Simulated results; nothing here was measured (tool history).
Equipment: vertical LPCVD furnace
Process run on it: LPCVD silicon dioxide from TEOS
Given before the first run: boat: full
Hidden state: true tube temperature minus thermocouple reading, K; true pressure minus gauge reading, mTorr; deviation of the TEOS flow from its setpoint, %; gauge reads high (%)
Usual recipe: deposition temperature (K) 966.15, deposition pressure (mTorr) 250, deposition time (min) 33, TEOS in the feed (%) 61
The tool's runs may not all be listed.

run,hour,deposition temperature (K),deposition pressure (mTorr),deposition time (min),TEOS in the feed (%),wafers since the last listed run,hours since the last temperature calibration,hours since the pressure gauge was zeroed,hours since the TEOS flow controller was replaced,hours since the gauge calibration,"read-back reference wafer on the same gauge, thickness",film thickness on the monitor wafer in the middle of the boat (nm)
1,0,957.15,285,33,61,0,3738.9,1438.4,4765.9,361,141.95,143.72
2,13.2,966.15,250,33,61,91,3752.1,1451.6,4779.1,374.2,142.1,165.09
3,46.7,966.15,250,33,61,233,3785.6,1485.1,4812.6,407.7,141.92,166.4
4,64.8,966.15,250,33,61,125,3803.7,1503.2,4830.7,425.8,142.1,166.59
5,79,966.15,250,33,61,98,3817.9,1517.4,4844.9,440,142.03,165.7
6,101.1,966.15,270,33,66,153,3840,1539.5,4867,462.1,141.78,178.91
7,117.7,966.15,270,33,66,115,3856.6,1556.1,4883.6,478.7,141.99,179.57
8,139.2,966.15,270,33,66,149,3878.1,1577.6,4905.1,500.2,141.96,179.9
9,157.6,966.15,250,33,61,128,3896.5,1596,4923.5,518.6,142.02,166.24
10,175.1,966.15,250,33,61,121,3914,1613.5,4941,536.1,142.1,167.15
11,206.9,966.15,250,33,61,221,3945.8,1645.3,4972.8,567.9,141.91,167.17
12,239.7,966.15,250,33,61,228,3978.6,1678.1,5005.6,600.7,141.95,167.12
13,274.7,966.15,250,33,61,243,4013.6,1713.1,5040.6,635.7,141.93,166.34
14,292.9,966.15,250,33,61,126,4031.8,1731.3,5058.8,653.9,141.87,167.06
15,306,969.15,250,44,54,91,4044.9,1744.4,5071.9,667,142.12,224.26
# hour 330.7: thermocouples replaced and temperature profile calibrated
# hour 331.1: TEOS flow controller replaced
16,331.6,966.15,250,33,61,8,0.9,1770,0.5,692.6,142.02,159.91
17,346.6,962.15,250,33,61,104,15.9,1785,15.5,707.6,142.03,144.98
18,359.4,966.15,250,33,61,89,28.7,1797.8,28.3,720.4,141.87,159.54
19,386.4,966.15,250,43.5,56,187,55.7,1824.8,55.3,747.4,141.98,200.98
# hour 389.1: gauge calibrated
20,468.6,960.15,300,38.5,69,572,137.9,1907,137.5,79.5,141.87,189.43
21,487.2,966.15,250,33,61,129,156.5,1925.6,156.1,98.1,141.83,158.9
22,521.3,966.15,250,33,61,237,190.6,1959.7,190.2,132.2,141.97,160.13
23,536.3,966.15,250,23,67,104,205.6,1974.7,205.2,147.2,142.08,117.01
24,568.6,975.15,250,28,61,224,237.9,2007,237.5,179.5,142.01,167.64
# hour 609: pressure gauge zeroed
25,609.5,957.15,195,24,61,117,278.8,0.5,278.4,220.4,142.06,82.41
26,680.3,966.15,250,33,61,492,349.6,71.3,349.2,291.2,141.99,160.15
27,732,960.15,215,33,61,359,401.3,123,400.9,342.9,141.93,128.38
28,762.8,966.15,250,33,61,214,432.1,153.8,431.7,373.7,141.98,158.74
29,780.8,958.15,210,24.5,72,125,450.1,171.8,449.7,391.7,141.92,98.11
30,811.2,966.15,205,33,61,211,480.5,202.2,480.1,422.1,142.13,144.11
31,837.9,969.15,250,40.5,57,185,507.2,228.9,506.8,448.8,142.09,203.35

Predict each of these 4 candidate next runs independently; none follows another, all start after run 31:
A,843.3,966.15,210,33,61,37,512.6,234.3,512.2,454.2,?,?
B,843.3,974.15,230,42,68,37,512.6,234.3,512.2,454.2,?,?
C,843.3,973.15,285,33,61,37,512.6,234.3,512.2,454.2,?,?
D,843.3,962.15,250,29.5,61,37,512.6,234.3,512.2,454.2,?,?

run,"read-back reference wafer on the same gauge, thickness",film thickness on the monitor wafer in the middle of the boat (nm)
A,142.07,146.77
B,142.07,248.86
C,142.07,201.42
D,142.07,130.22
The same runs, with their run-to-run variation unchanged, on a tool lacking any hidden condition would have given:
run,film thickness on the monitor wafer in the middle of the boat (nm)
A,145.38
B,246.55
C,199.55
D,128.97

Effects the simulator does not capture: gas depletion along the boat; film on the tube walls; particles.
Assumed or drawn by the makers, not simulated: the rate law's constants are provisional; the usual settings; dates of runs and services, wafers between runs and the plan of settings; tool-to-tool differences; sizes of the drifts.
